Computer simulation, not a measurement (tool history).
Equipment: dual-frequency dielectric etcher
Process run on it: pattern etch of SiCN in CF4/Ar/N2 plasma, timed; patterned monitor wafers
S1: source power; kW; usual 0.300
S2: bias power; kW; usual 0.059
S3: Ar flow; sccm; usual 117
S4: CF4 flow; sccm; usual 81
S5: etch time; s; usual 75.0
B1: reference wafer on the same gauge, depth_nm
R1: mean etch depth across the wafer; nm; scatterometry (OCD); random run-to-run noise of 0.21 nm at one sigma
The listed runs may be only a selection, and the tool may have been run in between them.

{"run": 1, "hour": 0.0, "S1": 0.3, "S2": 0.059, "S3": 117, "S4": 81, "S5": 75.0, "B1": 31.52, "R1": 39.12}
{"run": 2, "hour": 15.0, "S1": 0.3, "S2": 0.059, "S3": 117, "S4": 81, "S5": 75.0, "B1": 31.55, "R1": 38.7}
{"run": 3, "hour": 34.0, "S1": 0.3, "S2": 0.059, "S3": 135, "S4": 81, "S5": 75.0, "B1": 31.44, "R1": 37.44}
{"run": 4, "hour": 59.2, "S1": 0.3, "S2": 0.059, "S3": 117, "S4": 81, "S5": 75.0, "B1": 31.53, "R1": 38.89}
{"run": 5, "hour": 83.3, "S1": 0.3, "S2": 0.059, "S3": 117, "S4": 81, "S5": 75.0, "B1": 31.48, "R1": 38.86}
{"hour": 108.1, "done": "Ar flow controller replaced"}
{"hour": 114.7, "done": "bias power generator calibrated"}
{"run": 6, "hour": 115.5, "S1": 0.3, "S2": 0.059, "S3": 117, "S4": 81, "S5": 75.0, "B1": 31.48, "R1": 38.95}
{"run": 7, "hour": 145.9, "S1": 0.3, "S2": 0.059, "S3": 117, "S4": 81, "S5": 75.0, "B1": 31.52, "R1": 39.38}
{"hour": 159.7, "done": "CF4 flow controller replaced"}
{"run": 8, "hour": 168.2, "S1": 0.27, "S2": 0.059, "S3": 117, "S4": 95, "S5": 75.0, "B1": 31.56, "R1": 37.34}
{"run": 9, "hour": 183.0, "S1": 0.3, "S2": 0.059, "S3": 117, "S4": 92, "S5": 75.0, "B1": 31.46, "R1": 40.4}
{"hour": 184.7, "done": "gauge calibrated"}
{"hour": 221.0, "done": "wet clean of the chamber"}
{"hour": 231.9, "done": "source power generator calibrated"}
{"hour": 239.4, "done": "upper electrode replaced"}
{"run": 10, "hour": 239.9, "S1": 0.28, "S2": 0.059, "S3": 117, "S4": 81, "S5": 53.0, "B1": 31.51, "R1": 23.69}
{"run": 11, "hour": 240.3, "S1": 0.26, "S2": 0.045, "S3": 117, "S4": 81, "S5": 81.0, "B1": 31.46, "R1": 31.03}
{"hour": 272.1, "done": "wet clean of the chamber, repeated, since the last time left the tool worse"}
{"run": 12, "hour": 272.6, "S1": 0.27, "S2": 0.059, "S3": 117, "S4": 95, "S5": 75.0, "B1": 31.45, "R1": 35.9}
{"run": 13, "hour": 298.6, "S1": 0.27, "S2": 0.052, "S3": 117, "S4": 81, "S5": 75.0, "B1": 31.49, "R1": 32.96}
{"run": 14, "hour": 334.2, "S1": 0.3, "S2": 0.059, "S3": 137, "S4": 74, "S5": 75.0, "B1": 31.46, "R1": 36.09}
{"run": 15, "hour": 348.4, "S1": 0.27, "S2": 0.059, "S3": 117, "S4": 95, "S5": 75.0, "B1": 31.42, "R1": 36.11}

State the hidden condition of the tool at each of the runs:
source power that arrives over what is set, %: 0 across all the runs
bias power that arrives over what is set, %: 0 across all the runs
Ar flow that arrives over what is set, %: 0 across all the runs
CF4 flow that arrives over what is set, %: 0 across all the runs
gauge reads high (%): 0 across all the runs
H1: etch rate over this chamber's usual, %
run=1 H1=2.26
run=2 H1=2.34
run=3 H1=2.45
run=4 H1=2.59
run=5 H1=2.73
run=6 H1=2.91
run=7 H1=3.09
run=8 H1=3.21
run=9 H1=3.3
run=10 H1=-6.79
run=11 H1=-6.78
run=12 H1=-0.787
run=13 H1=-0.64
run=14 H1=-0.438
run=15 H1=-0.358
